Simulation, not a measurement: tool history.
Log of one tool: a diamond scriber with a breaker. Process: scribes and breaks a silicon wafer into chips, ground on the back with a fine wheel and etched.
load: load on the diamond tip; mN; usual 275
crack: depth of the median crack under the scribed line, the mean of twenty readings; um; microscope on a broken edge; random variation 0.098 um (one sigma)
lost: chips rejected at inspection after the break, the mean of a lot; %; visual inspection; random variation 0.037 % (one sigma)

| run | hour | load | wafers since the last listed run | hours since the diamond tip was replaced | hours since the load on the tip was calibrated | incoming depth of the damage left on the back of the incoming wafer, um | crack | lost |
|---|---|---|---|---|---|---|---|---|
| 1 | 0 | 234 | 0 | 747.1 | 1945.3 | 0.44 | 10.07 | 14.37 |
| 2 | 16.3 | 234 | 22 | 763.4 | 1961.6 | 0.77 | 10.09 | 14.94 |
| 3 | 26.4 | 234 | 14 | 773.5 | 1971.7 | 0.65 | 10 | 14.35 |
| 4 | 36.4 | 275 | 13 | 783.5 | 1981.7 | 0.8 | 11.18 | 9.11 |
| 5 | 46.4 | 275 | 13 | 793.5 | 1991.7 | 0.66 | 10.81 | 7.85 |
| 6 | 56.6 | 248 | 14 | 803.7 | 2001.9 | 0.48 | 10.24 | 14.15 |
| 7 | 64 | 248 | 10 | 811.1 | 2009.3 | 0.32 | 10.13 | 14.32 |
|  | 76.3 | diamond tip replaced by a new one |
| 8 | 77.1 | 275 | 15 | 0.8 | 2022.4 | 0.76 | 13.39 | 0.54 |
| 9 | 83.2 | 201 | 8 | 6.9 | 2028.5 | 0.51 | 11.17 | 6.62 |
|  | 87.6 | load on the tip recalibrated |
| 10 | 98.4 | 325 | 18 | 22.1 | 10.8 | 0.62 | 14.8 | 2.21 |
| 11 | 108.7 | 204 | 14 | 32.4 | 21.1 | 0.42 | 11.43 | 5.38 |
| 12 | 117.1 | 307 | 11 | 40.8 | 29.5 | 0.41 | 14.52 | 1.01 |
| 13 | 130.3 | 275 | 18 | 54 | 42.7 | 0.62 | 13.55 | 0.55 |
| 14 | 138.4 | 254 | 11 | 62.1 | 50.8 | 0.47 | 12.7 | 1.14 |
| 15 | 150.7 | 215 | 17 | 74.4 | 63.1 | 0.63 | 11.53 | 4.31 |

Forecast each of these 3 alternatives for the next run:
| A | 151.4 | 206 | 0 | 75.1 | 63.8 | 0.4 | ? | ? |
| B | 151.4 | 296 | 0 | 75.1 | 63.8 | 0.4 | ? | ? |
| C | 151.4 | 242 | 0 | 75.1 | 63.8 | 0.4 | ? | ? |

| run | crack | lost |
|---|---|---|
| A | 11.32 | 5.83 |
| B | 14.05 | 0.76 |
| C | 12.44 | 1.7 |
Without the tool's hidden state the same runs would have given:
| run | crack | lost |
|---|---|---|
| A | 11.39 | 5.46 |
| B | 14.14 | 0.86 |
| C | 12.52 | 1.52 |
